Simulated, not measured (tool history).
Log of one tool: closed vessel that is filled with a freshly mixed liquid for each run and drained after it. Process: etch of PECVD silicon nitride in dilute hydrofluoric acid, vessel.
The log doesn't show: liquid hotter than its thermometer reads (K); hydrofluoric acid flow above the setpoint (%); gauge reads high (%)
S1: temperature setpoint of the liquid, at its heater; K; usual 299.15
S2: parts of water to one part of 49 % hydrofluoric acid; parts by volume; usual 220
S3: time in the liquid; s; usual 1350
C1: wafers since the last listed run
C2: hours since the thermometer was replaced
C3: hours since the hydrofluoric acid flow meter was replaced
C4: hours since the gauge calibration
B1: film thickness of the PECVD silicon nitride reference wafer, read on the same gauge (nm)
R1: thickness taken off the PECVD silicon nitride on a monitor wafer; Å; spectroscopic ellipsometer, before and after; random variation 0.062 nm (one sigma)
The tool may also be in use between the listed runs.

{"run": 1, "hour": 0.0, "S1": 299.15, "S2": 220, "S3": 1350, "C1": 0, "C2": 866.8, "C3": 853.2, "C4": 1819.0, "B1": 30.0, "R1": 191.3}
{"run": 2, "hour": 54.3, "S1": 299.15, "S2": 220, "S3": 1550, "C1": 2959, "C2": 921.1, "C3": 907.5, "C4": 1873.3, "B1": 30.02, "R1": 219.1}
{"run": 3, "hour": 90.6, "S1": 299.15, "S2": 220, "S3": 1030, "C1": 1978, "C2": 957.4, "C3": 943.8, "C4": 1909.6, "B1": 30.04, "R1": 145.0}
{"run": 4, "hour": 132.9, "S1": 299.15, "S2": 220, "S3": 1030, "C1": 2305, "C2": 999.7, "C3": 986.1, "C4": 1951.9, "B1": 30.0, "R1": 145.7}
{"run": 5, "hour": 176.7, "S1": 299.15, "S2": 220, "S3": 1030, "C1": 2387, "C2": 1043.5, "C3": 1029.9, "C4": 1995.7, "B1": 30.05, "R1": 145.7}
{"run": 6, "hour": 201.6, "S1": 299.15, "S2": 220, "S3": 1350, "C1": 1357, "C2": 1068.4, "C3": 1054.8, "C4": 2020.6, "B1": 29.94, "R1": 190.7}
{"hour": 227.4, "done": "hydrofluoric acid flow meter replaced"}
{"run": 7, "hour": 240.1, "S1": 299.15, "S2": 220, "S3": 1350, "C1": 2043, "C2": 1106.9, "C3": 12.7, "C4": 2059.1, "B1": 30.0, "R1": 188.6}
{"run": 8, "hour": 299.0, "S1": 299.15, "S2": 220, "S3": 905, "C1": 3209, "C2": 1165.8, "C3": 71.6, "C4": 2118.0, "B1": 29.95, "R1": 125.9}
{"run": 9, "hour": 355.4, "S1": 304.15, "S2": 155, "S3": 1350, "C1": 3073, "C2": 1222.2, "C3": 128.0, "C4": 2174.4, "B1": 30.03, "R1": 366.2}
{"run": 10, "hour": 419.2, "S1": 299.15, "S2": 220, "S3": 1350, "C1": 3476, "C2": 1286.0, "C3": 191.8, "C4": 2238.2, "B1": 30.02, "R1": 188.8}
{"run": 11, "hour": 490.3, "S1": 299.15, "S2": 220, "S3": 2000, "C1": 3874, "C2": 1357.1, "C3": 262.9, "C4": 2309.3, "B1": 30.02, "R1": 280.7}
{"run": 12, "hour": 553.9, "S1": 297.65, "S2": 190, "S3": 645, "C1": 3466, "C2": 1420.7, "C3": 326.5, "C4": 2372.9, "B1": 30.03, "R1": 95.7}
{"run": 13, "hour": 596.4, "S1": 299.15, "S2": 220, "S3": 1350, "C1": 2316, "C2": 1463.2, "C3": 369.0, "C4": 2415.4, "B1": 30.03, "R1": 188.0}
{"run": 14, "hour": 656.8, "S1": 299.15, "S2": 220, "S3": 1350, "C1": 3291, "C2": 1523.6, "C3": 429.4, "C4": 2475.8, "B1": 30.04, "R1": 189.8}
{"run": 15, "hour": 708.8, "S1": 299.15, "S2": 220, "S3": 1790, "C1": 2833, "C2": 1575.6, "C3": 481.4, "C4": 2527.8, "B1": 29.94, "R1": 252.2}
{"run": 16, "hour": 771.8, "S1": 302.15, "S2": 270, "S3": 1350, "C1": 3433, "C2": 1638.6, "C3": 544.4, "C4": 2590.8, "B1": 30.01, "R1": 184.6}
{"hour": 778.6, "done": "gauge calibrated"}
{"hour": 793.8, "done": "thermometer replaced"}
{"run": 17, "hour": 829.7, "S1": 303.65, "S2": 145, "S3": 2155, "C1": 3100, "C2": 35.9, "C3": 602.3, "C4": 51.1, "B1": 30.04, "R1": 604.4}
{"run": 18, "hour": 868.2, "S1": 299.15, "S2": 220, "S3": 955, "C1": 2098, "C2": 74.4, "C3": 640.8, "C4": 89.6, "B1": 29.97, "R1": 135.2}
{"run": 19, "hour": 913.8, "S1": 303.15, "S2": 220, "S3": 700, "C1": 2485, "C2": 120.0, "C3": 686.4, "C4": 135.2, "B1": 30.0, "R1": 126.0}
{"run": 20, "hour": 984.1, "S1": 303.65, "S2": 220, "S3": 1350, "C1": 3831, "C2": 190.3, "C3": 756.7, "C4": 205.5, "B1": 29.98, "R1": 249.7}
{"run": 21, "hour": 1013.7, "S1": 299.15, "S2": 220, "S3": 1350, "C1": 1613, "C2": 219.9, "C3": 786.3, "C4": 235.1, "B1": 29.99, "R1": 191.4}
{"run": 22, "hour": 1060.6, "S1": 297.15, "S2": 325, "S3": 2075, "C1": 2555, "C2": 266.8, "C3": 833.2, "C4": 282.0, "B1": 30.02, "R1": 176.1}
{"run": 23, "hour": 1108.2, "S1": 294.15, "S2": 140, "S3": 1040, "C1": 2594, "C2": 314.4, "C3": 880.8, "C4": 329.6, "B1": 29.97, "R1": 166.4}
{"run": 24, "hour": 1146.2, "S1": 294.65, "S2": 220, "S3": 1350, "C1": 2070, "C2": 352.4, "C3": 918.8, "C4": 367.6, "B1": 30.0, "R1": 143.9}
{"run": 25, "hour": 1199.7, "S1": 295.65, "S2": 315, "S3": 1635, "C1": 2915, "C2": 405.9, "C3": 972.3, "C4": 421.1, "B1": 29.99, "R1": 131.0}
{"run": 26, "hour": 1262.2, "S1": 302.65, "S2": 170, "S3": 1000, "C1": 3406, "C2": 468.4, "C3": 1034.8, "C4": 483.6, "B1": 29.97, "R1": 229.4}
{"run": 27, "hour": 1337.4, "S1": 299.15, "S2": 220, "S3": 1350, "C1": 4098, "C2": 543.6, "C3": 1110.0, "C4": 558.8, "B1": 30.03, "R1": 191.8}
{"run": 28, "hour": 1391.4, "S1": 295.15, "S2": 310, "S3": 1575, "C1": 2942, "C2": 597.6, "C3": 1164.0, "C4": 612.8, "B1": 30.04, "R1": 124.7}
{"run": 29, "hour": 1436.8, "S1": 299.15, "S2": 220, "S3": 1350, "C1": 2474, "C2": 643.0, "C3": 1209.4, "C4": 658.2, "B1": 29.98, "R1": 192.5}
{"hour": 1441.7, "done": "hydrofluoric acid flow meter replaced"}
{"run": 30, "hour": 1496.3, "S1": 294.65, "S2": 265, "S3": 1030, "C1": 3188, "C2": 702.5, "C3": 54.6, "C4": 717.7, "B1": 30.01, "R1": 90.3}
{"run": 31, "hour": 1561.2, "S1": 294.15, "S2": 125, "S3": 950, "C1": 3536, "C2": 767.4, "C3": 119.5, "C4": 782.6, "B1": 29.99, "R1": 168.2}

5 ways to go on from here, each from the tool as it stands after run 31. What would each give?
{"run": "A", "hour": 1562.2, "S1": 299.15, "S2": 220, "S3": 1350, "C1": 54, "C2": 768.4, "C3": 120.5, "C4": 783.6, "B1": "?", "R1": "?"}
{"run": "B", "hour": 1562.2, "S1": 299.15, "S2": 150, "S3": 670, "C1": 54, "C2": 768.4, "C3": 120.5, "C4": 783.6, "B1": "?", "R1": "?"}
{"run": "C", "hour": 1562.2, "S1": 303.65, "S2": 175, "S3": 1650, "C1": 54, "C2": 768.4, "C3": 120.5, "C4": 783.6, "B1": "?", "R1": "?"}
{"run": "D", "hour": 1562.2, "S1": 294.15, "S2": 220, "S3": 1350, "C1": 54, "C2": 768.4, "C3": 120.5, "C4": 783.6, "B1": "?", "R1": "?"}
{"run": "E", "hour": 1562.2, "S1": 299.15, "S2": 285, "S3": 800, "C1": 54, "C2": 768.4, "C3": 120.5, "C4": 783.6, "B1": "?", "R1": "?"}

run=A B1=29.98 R1=188.1
run=B B1=29.98 R1=136.8
run=C B1=29.98 R1=381.0
run=D B1=29.98 R1=137.2
run=E B1=29.98 R1=86.0
Without the tool's hidden state the same runs would have given:
run=A R1=187.4
run=B R1=136.3
run=C R1=379.6
run=D R1=136.7
run=E R1=85.7

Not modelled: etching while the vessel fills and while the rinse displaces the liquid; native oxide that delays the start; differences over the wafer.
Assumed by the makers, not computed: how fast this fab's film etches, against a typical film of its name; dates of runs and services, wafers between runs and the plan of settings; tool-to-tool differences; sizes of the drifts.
